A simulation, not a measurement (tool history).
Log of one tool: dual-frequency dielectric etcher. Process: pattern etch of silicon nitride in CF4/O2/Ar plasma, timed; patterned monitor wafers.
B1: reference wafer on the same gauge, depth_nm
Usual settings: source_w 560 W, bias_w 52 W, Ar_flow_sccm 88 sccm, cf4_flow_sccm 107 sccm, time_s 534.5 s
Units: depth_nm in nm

run 1 day=0 | source_w=560 bias_w=52 Ar_flow_sccm=88 cf4_flow_sccm=107 time_s=534.5 | B1=1270.1 | depth_nm=1077.3
-- day=0.879 Ar flow controller replaced
-- day=1.629 upper electrode replaced
-- day=1.812 source power generator calibrated
run 2 day=1.833 | source_w=560 bias_w=52 Ar_flow_sccm=88 cf4_flow_sccm=107 time_s=534.5 | B1=1269.6 | depth_nm=1127.7
run 3 day=1.85 | source_w=560 bias_w=52 Ar_flow_sccm=88 cf4_flow_sccm=107 time_s=534.5 | B1=1270.1 | depth_nm=1127.4
run 4 day=1.871 | source_w=560 bias_w=52 Ar_flow_sccm=88 cf4_flow_sccm=107 time_s=534.5 | B1=1270.3 | depth_nm=1125.3
run 5 day=2.038 | source_w=560 bias_w=52 Ar_flow_sccm=88 cf4_flow_sccm=107 time_s=534.5 | B1=1269.5 | depth_nm=1128.1
-- day=2.65 CF4 flow controller replaced
-- day=2.775 gauge calibrated
-- day=3.462 wet clean of the chamber
run 6 day=3.483 | source_w=560 bias_w=52 Ar_flow_sccm=88 cf4_flow_sccm=107 time_s=534.5 | B1=1270.4 | depth_nm=1133.3
run 7 day=3.504 | source_w=510 bias_w=47 Ar_flow_sccm=88 cf4_flow_sccm=130 time_s=585 | B1=1270 | depth_nm=1099
-- day=3.767 bias power generator calibrated
run 8 day=4 | source_w=560 bias_w=52 Ar_flow_sccm=88 cf4_flow_sccm=107 time_s=534.5 | B1=1269.8 | depth_nm=1132.6
run 9 day=4.35 | source_w=420 bias_w=52 Ar_flow_sccm=88 cf4_flow_sccm=86 time_s=534.5 | B1=1269.8 | depth_nm=813.2
run 10 day=4.654 | source_w=560 bias_w=64 Ar_flow_sccm=88 cf4_flow_sccm=116 time_s=534.5 | B1=1270.7 | depth_nm=1234.3
run 11 day=4.992 | source_w=560 bias_w=52 Ar_flow_sccm=88 cf4_flow_sccm=107 time_s=534.5 | B1=1269.5 | depth_nm=1131.1
run 12 day=5.704 | source_w=490 bias_w=52 Ar_flow_sccm=77 cf4_flow_sccm=93 time_s=674 | B1=1270.5 | depth_nm=1248.5
run 13 day=6.367 | source_w=560 bias_w=52 Ar_flow_sccm=102 cf4_flow_sccm=120 time_s=485 | B1=1269.5 | depth_nm=1011.9
run 14 day=6.879 | source_w=560 bias_w=52 Ar_flow_sccm=88 cf4_flow_sccm=107 time_s=534.5 | B1=1269.9 | depth_nm=1128.5
run 15 day=7.308 | source_w=560 bias_w=62 Ar_flow_sccm=81 cf4_flow_sccm=92 time_s=652.5 | B1=1270 | depth_nm=1469.8
run 16 day=8 | source_w=560 bias_w=52 Ar_flow_sccm=88 cf4_flow_sccm=132 time_s=534.5 | B1=1270.4 | depth_nm=1146.8
run 17 day=8.267 | source_w=560 bias_w=52 Ar_flow_sccm=88 cf4_flow_sccm=107 time_s=534.5 | B1=1269.2 | depth_nm=1127.4
run 18 day=8.908 | source_w=560 bias_w=52 Ar_flow_sccm=88 cf4_flow_sccm=107 time_s=534.5 | B1=1269.3 | depth_nm=1125.5
run 19 day=9.421 | source_w=680 bias_w=52 Ar_flow_sccm=88 cf4_flow_sccm=107 time_s=534.5 | B1=1270.3 | depth_nm=1374.7
run 20 day=9.733 | source_w=460 bias_w=43 Ar_flow_sccm=88 cf4_flow_sccm=120 time_s=534.5 | B1=1270.3 | depth_nm=854
run 21 day=10.162 | source_w=560 bias_w=52 Ar_flow_sccm=88 cf4_flow_sccm=107 time_s=534.5 | B1=1270.3 | depth_nm=1121

4 ways to go on from here, each from the tool as it stands after run 21. What would each give?
run A day=10.188 | source_w=560 bias_w=52 Ar_flow_sccm=88 cf4_flow_sccm=107 time_s=534.5 | B1=? | depth_nm=?
run B day=10.188 | source_w=560 bias_w=52 Ar_flow_sccm=109 cf4_flow_sccm=80 time_s=534.5 | B1=? | depth_nm=?
run C day=10.188 | source_w=560 bias_w=52 Ar_flow_sccm=88 cf4_flow_sccm=107 time_s=428 | B1=? | depth_nm=?
run D day=10.188 | source_w=560 bias_w=52 Ar_flow_sccm=88 cf4_flow_sccm=127 time_s=534.5 | B1=? | depth_nm=?

run=A B1=1269.6 depth_nm=1124.5
run=B B1=1269.6 depth_nm=1057.3
run=C B1=1269.6 depth_nm=900.4
run=D B1=1269.6 depth_nm=1141.7
Without the tool's hidden state the same runs would have given:
run=A depth_nm=1145
run=B depth_nm=1076.5
run=C depth_nm=916.8
run=D depth_nm=1162.5

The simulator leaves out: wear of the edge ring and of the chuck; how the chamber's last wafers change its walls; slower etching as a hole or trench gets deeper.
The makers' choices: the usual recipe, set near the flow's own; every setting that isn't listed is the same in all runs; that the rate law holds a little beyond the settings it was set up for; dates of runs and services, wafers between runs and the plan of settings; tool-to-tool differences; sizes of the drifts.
